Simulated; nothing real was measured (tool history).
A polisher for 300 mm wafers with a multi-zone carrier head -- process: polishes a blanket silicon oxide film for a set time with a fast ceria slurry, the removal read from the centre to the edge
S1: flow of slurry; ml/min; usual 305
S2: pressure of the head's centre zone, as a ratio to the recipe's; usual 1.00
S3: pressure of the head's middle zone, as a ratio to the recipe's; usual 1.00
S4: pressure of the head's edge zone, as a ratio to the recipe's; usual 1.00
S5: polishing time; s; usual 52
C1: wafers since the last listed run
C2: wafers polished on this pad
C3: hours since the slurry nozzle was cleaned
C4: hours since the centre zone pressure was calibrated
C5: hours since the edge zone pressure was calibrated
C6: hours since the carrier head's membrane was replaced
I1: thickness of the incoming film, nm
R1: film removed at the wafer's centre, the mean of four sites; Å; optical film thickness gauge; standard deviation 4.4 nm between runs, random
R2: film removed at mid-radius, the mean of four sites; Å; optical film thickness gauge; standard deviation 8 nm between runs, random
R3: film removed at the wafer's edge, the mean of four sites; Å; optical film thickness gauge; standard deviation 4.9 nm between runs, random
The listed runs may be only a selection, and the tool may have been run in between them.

Run 1, hour 0.0: usual settings but S1 365 ml/min, S2 1.06; C1 0; C2 643; C3 62.7; C4 1275.9; C5 1032.0; C6 18.5; I1 2426.1. Result: R1 6155 Å, R2 5964 Å, R3 6083 Å.
Run 2, hour 20.9: usual settings but S1 250 ml/min, S3 0.91; C1 160; C2 804; C3 83.6; C4 1296.8; C5 1052.9; C6 39.4; I1 2403.9. Result: R1 5647 Å, R2 5484 Å, R3 5911 Å.
Run 3, hour 44.1: usual settings; C1 178; C2 983; C3 106.8; C4 1320.0; C5 1076.1; C6 62.6; I1 2453.2. Result: R1 5773 Å, R2 6015 Å, R3 5961 Å.
Run 4, hour 60.9: usual settings but S1 255 ml/min; C1 129; C2 1112; C3 123.6; C4 1336.8; C5 1092.9; C6 79.4; I1 2427.1. Result: R1 5635 Å, R2 5910 Å, R3 5980 Å.
At hour 71.1: edge zone pressure recalibrated.
Run 5, hour 76.9: usual settings; C1 107; C2 1220; C3 139.6; C4 1352.8; C5 5.8; C6 95.4; I1 2431.0. Result: R1 5791 Å, R2 5976 Å, R3 5912 Å.
At hour 97.4: centre zone pressure recalibrated.
Run 6, hour 99.5: usual settings but S1 390 ml/min, S2 1.05, S3 1.04, S5 66 s; C1 158; C2 1378; C3 162.2; C4 2.1; C5 28.4; C6 118.0; I1 2442.9. Result: R1 7775 Å, R2 8036 Å, R3 7701 Å.
Run 7, hour 125.3: usual settings but S4 1.07, S5 42 s; C1 198; C2 1577; C3 188.0; C4 27.9; C5 54.2; C6 143.8; I1 2387.0. Result: R1 4726 Å, R2 4797 Å, R3 4948 Å.
At hour 152.5: worn pad replaced by a new one.
Run 8, hour 153.0: usual settings but S1 345 ml/min, S2 1.09; C1 182; C2 3; C3 215.7; C4 55.6; C5 81.9; C6 171.5; I1 2405.5. Result: R1 6362 Å, R2 5953 Å, R3 5987 Å.
Run 9, hour 177.4: usual settings but S1 245 ml/min, S4 1.04; C1 187; C2 191; C3 240.1; C4 80.0; C5 106.3; C6 195.9; I1 2456.2. Result: R1 5695 Å, R2 5838 Å, R3 5989 Å.
Run 10, hour 204.6: usual settings but S1 210 ml/min, S3 1.05, S5 60 s; C1 209; C2 400; C3 267.3; C4 107.2; C5 133.5; C6 223.1; I1 2418.2. Result: R1 6357 Å, R2 7075 Å, R3 6696 Å.
Run 11, hour 226.5: usual settings but S1 235 ml/min, S2 0.90, S4 0.94, S5 45 s; C1 168; C2 569; C3 289.2; C4 129.1; C5 155.4; C6 245.0; I1 2459.0. Result: R1 4357 Å, R2 5086 Å, R3 4915 Å.
Run 12, hour 242.1: usual settings; C1 120; C2 689; C3 304.8; C4 144.7; C5 171.0; C6 260.6; I1 2417.1. Result: R1 5724 Å, R2 5758 Å, R3 5853 Å.
Run 13, hour 267.7: usual settings but S2 1.08, S5 35 s; C1 197; C2 886; C3 330.4; C4 170.3; C5 196.6; C6 286.2; I1 2416.7. Result: R1 4105 Å, R2 3927 Å, R3 3971 Å.
Run 14, hour 303.2: usual settings; C1 273; C2 1159; C3 365.9; C4 205.8; C5 232.1; C6 321.7; I1 2458.2. Result: R1 5649 Å, R2 5739 Å, R3 5923 Å.
At hour 313.3: slurry nozzle cleaned.
Run 15, hour 320.1: usual settings but S1 240 ml/min, S2 0.89, S3 0.89; C1 122; C2 1282; C3 6.8; C4 222.7; C5 249.0; C6 338.6; I1 2461.3. Result: R1 5053 Å, R2 5359 Å, R3 5966 Å.

Run 16 comes next. What will it give?
Run 16, hour 347.5: usual settings but S1 380 ml/min; C1 210; C2 1493; C3 34.2; C4 250.1; C5 276.4; C6 366.0; I1 2404.0. Result: R1 ?, R2 ?, R3 ?.

R1: 5874 Å
R2: 5938 Å
R3: 6093 Å
Minus the tool's unlogged condition, the same run would have read R1 5879 Å, R2 5943 Å, R3 6097 Å.

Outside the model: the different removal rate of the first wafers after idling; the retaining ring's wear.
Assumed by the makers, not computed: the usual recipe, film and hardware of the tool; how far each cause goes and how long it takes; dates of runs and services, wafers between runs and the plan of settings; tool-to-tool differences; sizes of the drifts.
